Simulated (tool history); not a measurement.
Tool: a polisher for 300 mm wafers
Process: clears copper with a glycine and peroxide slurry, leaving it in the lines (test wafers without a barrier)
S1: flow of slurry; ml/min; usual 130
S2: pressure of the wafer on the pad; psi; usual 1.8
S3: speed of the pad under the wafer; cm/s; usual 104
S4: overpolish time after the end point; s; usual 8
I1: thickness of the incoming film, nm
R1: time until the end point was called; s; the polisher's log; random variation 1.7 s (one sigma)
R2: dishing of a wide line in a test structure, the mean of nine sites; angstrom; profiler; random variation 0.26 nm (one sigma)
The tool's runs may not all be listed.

run 1 hour=0.0 | S1=145 S2=1.8 S3=104 S4=8 | I1=648.9 | R1=182.3 R2=177
run 2 hour=27.8 | S1=145 S2=1.8 S3=104 S4=8 | I1=643.9 | R1=181.4 R2=178
run 3 hour=53.1 | S1=130 S2=2.2 S3=104 S4=8 | I1=643.5 | R1=163.5 R2=197
run 4 hour=68.8 | S1=130 S2=1.8 S3=104 S4=8 | I1=649.0 | R1=184.1 R2=172
run 5 hour=84.9 | S1=130 S2=1.8 S3=104 S4=8 | I1=642.9 | R1=186.3 R2=181
run 6 hour=108.4 | S1=130 S2=1.8 S3=104 S4=8 | I1=638.1 | R1=180.7 R2=178
run 7 hour=144.3 | S1=130 S2=1.8 S3=92 S4=8 | I1=636.3 | R1=192.7 R2=166
-- hour=165.5 worn pad replaced by a new one
run 8 hour=165.8 | S1=130 S2=1.8 S3=92 S4=8 | I1=633.7 | R1=195.2 R2=172
run 9 hour=200.0 | S1=130 S2=1.8 S3=92 S4=8 | I1=642.0 | R1=191.9 R2=171
run 10 hour=235.7 | S1=130 S2=1.8 S3=104 S4=8 | I1=640.2 | R1=185.7 R2=171
-- hour=242.2 head pressure recalibrated
run 11 hour=250.1 | S1=160 S2=2.3 S3=90 S4=8 | I1=639.3 | R1=157.7 R2=196

The next listed run, before its measurement:
run 12 hour=273.4 | S1=130 S2=2.3 S3=104 S4=6 | I1=636.3 | R1=? R2=?

Run 12 gave R1 151.1 s, R2 166 angstrom.
Without the tool's hidden state the same run would have given R1 148.0 s, R2 168 angstrom.

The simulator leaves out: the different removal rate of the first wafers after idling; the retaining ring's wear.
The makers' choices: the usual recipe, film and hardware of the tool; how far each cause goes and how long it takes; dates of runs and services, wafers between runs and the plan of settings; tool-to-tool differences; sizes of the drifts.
